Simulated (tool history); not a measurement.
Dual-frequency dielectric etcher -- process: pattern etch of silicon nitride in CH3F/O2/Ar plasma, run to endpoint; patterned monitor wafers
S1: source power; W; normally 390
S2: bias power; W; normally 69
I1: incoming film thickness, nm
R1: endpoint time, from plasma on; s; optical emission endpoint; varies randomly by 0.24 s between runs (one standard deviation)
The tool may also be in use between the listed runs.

| run | hour | S1 | S2 | I1 | R1 |
|---|---|---|---|---|---|
| 1 | 0.0 | 390 | 69 | 34.87 | 52.5 |
| 2 | 82.4 | 390 | 69 | 34.92 | 52.7 |
| 3 | 157.9 | 390 | 69 | 34.64 | 52.6 |
|  | 208.5 | wet clean of the chamber |
| 4 | 258.1 | 410 | 69 | 35.12 | 51.8 |
| 5 | 307.2 | 390 | 69 | 35.07 | 52.9 |
| 6 | 346.0 | 390 | 69 | 35.18 | 53.1 |
| 7 | 425.1 | 390 | 69 | 34.93 | 53.3 |
| 8 | 530.5 | 390 | 69 | 34.69 | 52.5 |
| 9 | 598.4 | 390 | 60 | 34.90 | 54.8 |
|  | 679.1 | wet clean of the chamber |
| 10 | 679.6 | 390 | 60 | 34.97 | 54.8 |
|  | 715.4 | bias power generator calibrated |
| 11 | 954.0 | 390 | 69 | 35.20 | 53.6 |
| 12 | 1041.6 | 390 | 69 | 34.81 | 53.1 |
| 13 | 1133.0 | 390 | 69 | 34.82 | 53.4 |
|  | 1172.8 | wet clean of the chamber |
| 14 | 1211.4 | 330 | 61 | 34.59 | 60.3 |
| 15 | 1296.9 | 390 | 69 | 34.99 | 53.2 |
|  | 1308.5 | source power generator calibrated |
| 16 | 1349.7 | 390 | 69 | 34.80 | 52.0 |
| 17 | 1399.5 | 320 | 83 | 34.73 | 54.6 |
| 18 | 1474.3 | 340 | 83 | 34.72 | 52.5 |
|  | 1578.2 | wet clean of the chamber |
| 19 | 1578.7 | 350 | 69 | 34.92 | 55.4 |
|  | 1630.3 | upper electrode replaced |
| 20 | 1630.8 | 450 | 52 | 35.13 | 52.2 |
| 21 | 1694.3 | 390 | 69 | 34.81 | 51.8 |
| 22 | 1791.7 | 330 | 69 | 34.61 | 56.7 |
| 23 | 1861.9 | 390 | 69 | 34.79 | 52.2 |
| 24 | 1960.1 | 330 | 77 | 34.92 | 55.5 |
|  | 2038.1 | wet clean of the chamber |
| 25 | 2038.6 | 320 | 84 | 34.97 | 55.2 |
| 26 | 2084.8 | 310 | 69 | 34.51 | 59.5 |
| 27 | 2326.5 | 390 | 74 | 34.62 | 50.9 |

4 ways to go on from here, each from the tool as it stands after run 27. What would each give?
| A | 2326.9 | 390 | 69 | 35.01 | ? |
| B | 2326.9 | 480 | 69 | 35.01 | ? |
| C | 2326.9 | 360 | 69 | 35.01 | ? |
| D | 2326.9 | 310 | 57 | 35.01 | ? |

| run | R1 |
|---|---|
| A | 52.5 |
| B | 47.1 |
| C | 55.0 |
| D | 63.5 |
With no hidden state in the tool, these same runs would have given:
| run | R1 |
|---|---|
| A | 52.1 |
| B | 46.7 |
| C | 54.5 |
| D | 63.0 |
